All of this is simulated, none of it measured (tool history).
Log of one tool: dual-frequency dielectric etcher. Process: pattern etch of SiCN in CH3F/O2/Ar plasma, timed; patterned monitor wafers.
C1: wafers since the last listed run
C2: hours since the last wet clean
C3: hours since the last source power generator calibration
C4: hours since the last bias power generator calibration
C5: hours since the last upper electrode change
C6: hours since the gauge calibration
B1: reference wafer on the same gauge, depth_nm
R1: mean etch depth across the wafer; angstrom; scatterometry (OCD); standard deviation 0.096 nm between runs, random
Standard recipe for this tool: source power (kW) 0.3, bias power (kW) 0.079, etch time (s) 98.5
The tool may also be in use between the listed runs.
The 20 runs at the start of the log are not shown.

run 21 hour=251.7 | source_power_(kW)=0.3 bias_power_(kW)=0.073 etch_time_(s)=98.5 | C1=138 C2=474.4 C3=2404.9 C4=20.3 C5=122.7 C6=56.4 | B1=42.03 | R1=362.3
run 22 hour=266 | source_power_(kW)=0.25 bias_power_(kW)=0.064 etch_time_(s)=98.5 | C1=174 C2=488.7 C3=2419.2 C4=34.6 C5=137 C6=70.7 | B1=42 | R1=329.7
-- hour=294.2 source power generator calibrated
-- hour=301.4 wet clean of the chamber
run 23 hour=301.9 | source_power_(kW)=0.3 bias_power_(kW)=0.067 etch_time_(s)=98.5 | C1=301 C2=0.5 C3=7.7 C4=70.5 C5=172.9 C6=106.6 | B1=41.99 | R1=349.2
run 24 hour=302.2 | source_power_(kW)=0.22 bias_power_(kW)=0.095 etch_time_(s)=98.5 | C1=3 C2=0.8 C3=8 C4=70.8 C5=173.2 C6=106.9 | B1=42 | R1=343.5
run 25 hour=303.8 | source_power_(kW)=0.37 bias_power_(kW)=0.062 etch_time_(s)=125.5 | C1=19 C2=2.4 C3=9.6 C4=72.4 C5=174.8 C6=108.5 | B1=42 | R1=474.4
run 26 hour=310.6 | source_power_(kW)=0.23 bias_power_(kW)=0.09 etch_time_(s)=80.5 | C1=82 C2=9.2 C3=16.4 C4=79.2 C5=181.6 C6=115.3 | B1=41.99 | R1=280.1
run 27 hour=324.9 | source_power_(kW)=0.3 bias_power_(kW)=0.079 etch_time_(s)=98.5 | C1=174 C2=23.5 C3=30.7 C4=93.5 C5=195.9 C6=129.6 | B1=41.96 | R1=364.2
run 28 hour=334.9 | source_power_(kW)=0.3 bias_power_(kW)=0.079 etch_time_(s)=98.5 | C1=121 C2=33.5 C3=40.7 C4=103.5 C5=205.9 C6=139.6 | B1=42.04 | R1=363.4
run 29 hour=345.1 | source_power_(kW)=0.3 bias_power_(kW)=0.066 etch_time_(s)=78 | C1=124 C2=43.7 C3=50.9 C4=113.7 C5=216.1 C6=149.8 | B1=42.03 | R1=277.8
run 30 hour=361.8 | source_power_(kW)=0.24 bias_power_(kW)=0.079 etch_time_(s)=122 | C1=203 C2=60.4 C3=67.6 C4=130.4 C5=232.8 C6=166.5 | B1=41.98 | R1=416.1
run 31 hour=395.3 | source_power_(kW)=0.37 bias_power_(kW)=0.064 etch_time_(s)=124 | C1=408 C2=93.9 C3=101.1 C4=163.9 C5=266.3 C6=200 | B1=41.96 | R1=474.3

Branching from run 31: 3 alternative next runs. What would each branch give?
run A hour=395.7 | source_power_(kW)=0.3 bias_power_(kW)=0.079 etch_time_(s)=109.5 | C1=4 C2=94.3 C3=101.5 C4=164.3 C5=266.7 C6=200.4 | B1=? | R1=?
run B hour=395.7 | source_power_(kW)=0.3 bias_power_(kW)=0.073 etch_time_(s)=125.5 | C1=4 C2=94.3 C3=101.5 C4=164.3 C5=266.7 C6=200.4 | B1=? | R1=?
run C hour=395.7 | source_power_(kW)=0.23 bias_power_(kW)=0.093 etch_time_(s)=82.5 | C1=4 C2=94.3 C3=101.5 C4=164.3 C5=266.7 C6=200.4 | B1=? | R1=?

run=A B1=41.99 R1=407.4
run=B B1=41.99 R1=458.2
run=C B1=41.99 R1=291.5
Without the tool's hidden state the same runs would have given:
run=A R1=405.6
run=B R1=456.1
run=C R1=290.1
